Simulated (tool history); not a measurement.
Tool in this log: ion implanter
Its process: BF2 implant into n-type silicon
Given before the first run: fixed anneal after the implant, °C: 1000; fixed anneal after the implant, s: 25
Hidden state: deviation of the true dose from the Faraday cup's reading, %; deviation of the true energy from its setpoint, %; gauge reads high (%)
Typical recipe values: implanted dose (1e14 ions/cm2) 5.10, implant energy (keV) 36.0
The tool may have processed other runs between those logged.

run	hour	implanted dose (1e14 ions/cm2)	implant energy (keV)	wafers since the last listed run	hours since the last dose calibration	hours since the extraction supply was calibrated	hours since the gauge calibration	read-back reference wafer on the same gauge, sheet resistance	sheet resistance of the implanted and annealed layer (ohm/square)
1	0.0	5.10	36.0	0	4.1	4938.6	1163.2	258.86	229.41
2	70.5	5.10	36.0	1037	74.6	5009.1	1233.7	258.92	227.95
3	114.4	4.41	28.5	646	118.5	5053.0	1277.6	259.18	262.68
4	148.1	4.41	28.5	496	152.2	5086.7	1311.3	259.07	259.90
5	299.4	4.41	28.5	2227	303.5	5238.0	1462.6	258.77	258.07
6	338.4	5.10	36.0	574	342.5	5277.0	1501.6	258.92	221.45
7	400.6	5.10	36.0	915	404.7	5339.2	1563.8	259.25	220.35
8	564.8	5.10	36.0	2416	568.9	5503.4	1728.0	259.08	219.21
# hour 595.2: Faraday cup replaced and dose calibrated
9	626.6	5.10	36.0	791	31.4	5565.2	1789.8	258.90	227.27
10	673.5	5.10	36.0	690	78.3	5612.1	1836.7	259.03	226.24
11	779.4	6.21	36.0	1558	184.2	5718.0	1942.6	259.10	190.82
12	846.6	6.21	36.0	989	251.4	5785.2	2009.8	259.09	190.90
13	917.9	6.21	36.0	1049	322.7	5856.5	2081.1	259.23	191.07
14	946.2	5.10	28.0	416	351.0	5884.8	2109.4	259.00	230.47
# hour 968.8: gauge calibrated
15	977.1	5.10	36.0	454	381.9	5915.7	8.3	258.95	221.64
# hour 1004.5: extraction supply calibrated
16	1041.4	5.10	36.0	828	446.2	36.9	72.6	258.99	221.54
17	1088.4	5.10	36.0	691	493.2	83.9	119.6	258.84	222.42
# hour 1137.8: Faraday cup replaced and dose calibrated
18	1149.5	5.10	36.0	781	11.7	145.0	180.7	259.21	231.78
19	1221.5	6.18	36.0	1059	83.7	217.0	252.7	259.08	195.83
20	1258.4	3.98	43.5	543	120.6	253.9	289.6	258.96	275.59
21	1300.8	5.50	30.5	624	163.0	296.3	332.0	259.28	219.58
22	1328.3	5.10	25.0	404	190.5	323.8	359.5	259.01	239.96
23	1373.7	5.10	36.0	668	235.9	369.2	404.9	258.80	226.39
24	1417.6	4.61	25.5	646	279.8	413.1	448.8	259.02	256.89
25	1452.2	5.54	43.5	509	314.4	447.7	483.4	259.21	204.50
26	1491.2	5.94	41.5	574	353.4	486.7	522.4	258.90	193.96
27	1529.5	5.10	36.0	563	391.7	525.0	560.7	258.86	222.37
# hour 1632.3: Faraday cup replaced and dose calibrated
28	1634.6	5.10	30.0	1429	2.3	630.1	665.8	258.85	236.53
29	1744.1	5.10	36.0	1611	111.8	739.6	775.3	259.08	224.53
30	1785.2	6.18	36.0	604	152.9	780.7	816.4	259.27	193.73
31	1824.1	6.38	47.0	572	191.8	819.6	855.3	259.05	179.90
32	1855.6	5.10	24.0	463	223.3	851.1	886.8	258.78	240.03
33	1915.9	6.19	36.0	887	283.6	911.4	947.1	258.92	191.93
34	1968.2	5.10	48.0	769	335.9	963.7	999.4	258.99	213.56
35	2038.8	5.10	36.0	1039	406.5	1034.3	1070.0	259.02	222.22
36	2197.2	4.00	45.5	2331	564.9	1192.7	1228.4	258.92	266.14

Had the tool no unlogged condition, and each run kept its random variation, what would the results have been?
run	sheet resistance of the implanted and annealed layer (ohm/square)
1	229.75
2	231.39
3	268.17
4	266.30
5	267.05
6	229.60
7	228.86
8	228.26
9	229.07
10	229.90
11	195.67
12	196.56
13	197.31
14	238.40
15	230.18
16	230.41
17	231.51
18	230.74
19	197.39
20	279.70
21	223.25
22	244.35
23	231.85
24	263.26
25	210.35
26	199.54
27	229.22
28	236.42
29	228.76
30	197.82
31	184.66
32	246.09
33	197.58
34	221.45
35	230.47
36	277.63

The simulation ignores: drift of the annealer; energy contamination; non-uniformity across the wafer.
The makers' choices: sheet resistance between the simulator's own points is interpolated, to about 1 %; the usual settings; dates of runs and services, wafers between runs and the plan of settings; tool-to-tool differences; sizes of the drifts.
